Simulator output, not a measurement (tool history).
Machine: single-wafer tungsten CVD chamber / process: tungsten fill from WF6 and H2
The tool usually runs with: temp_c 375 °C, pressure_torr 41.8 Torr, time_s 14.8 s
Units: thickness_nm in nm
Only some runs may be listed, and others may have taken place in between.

run,day,temp_c,pressure_torr,time_s,"read-back reference wafer on the same gauge, thickness_nm",thickness_nm
1,0,375,41.8,16.7,28.497,27.641
2,1.721,375,41.8,16.7,28.472,27.651
3,4.45,375,41.8,16.7,28.471,27.685
4,6.208,375,41.8,14.8,28.515,24.565
5,8.25,375,41.8,14.8,28.487,24.341
6,10.362,375,41.8,14.8,28.496,24.308
7,13.1,375,41.8,14.8,28.479,24.362
8,14.308,375,41.8,14.8,28.515,24.233
# day 15.888: showerhead replaced
9,15.908,375,41.8,14.8,28.5,24.491
10,16.688,375,41.8,14.8,28.456,24.498
# day 18.212: thermocouple changed; heater temperature recalibrated
# day 20.212: capacitance manometer re-zeroed and calibrated
# day 21.762: gauge calibrated
11,24.375,361,41.8,14.8,28.458,20.859
12,26.404,375,33.4,11.9,28.484,20.089
13,29.012,364,45.8,12.8,28.521,19.574
14,31.412,383,32.2,16,28.49,30.659
15,32.488,375,41.8,16.8,28.522,30.401
16,34.171,375,41.8,14.8,28.491,26.642
17,36.033,375,41.8,14.8,28.503,26.272
18,37.362,367,33.5,13.9,28.504,19.792

Consider 3 possible next runs. They are alternatives, not a sequence: every one starts from the tool as it was left by run 18. What does each give?
A,37.379,375,41.8,14.8,?,?
B,37.379,365,46.1,14.8,?,?
C,37.379,361,35.3,16.3,?,?

run,"read-back reference wafer on the same gauge, thickness_nm",thickness_nm
A,28.488,26.534
B,28.488,22.742
C,28.488,21.207
With the hidden condition removed and each run's random variation left untouched, the same runs would have given:
run,thickness_nm
A,27.728
B,23.809
C,22.212

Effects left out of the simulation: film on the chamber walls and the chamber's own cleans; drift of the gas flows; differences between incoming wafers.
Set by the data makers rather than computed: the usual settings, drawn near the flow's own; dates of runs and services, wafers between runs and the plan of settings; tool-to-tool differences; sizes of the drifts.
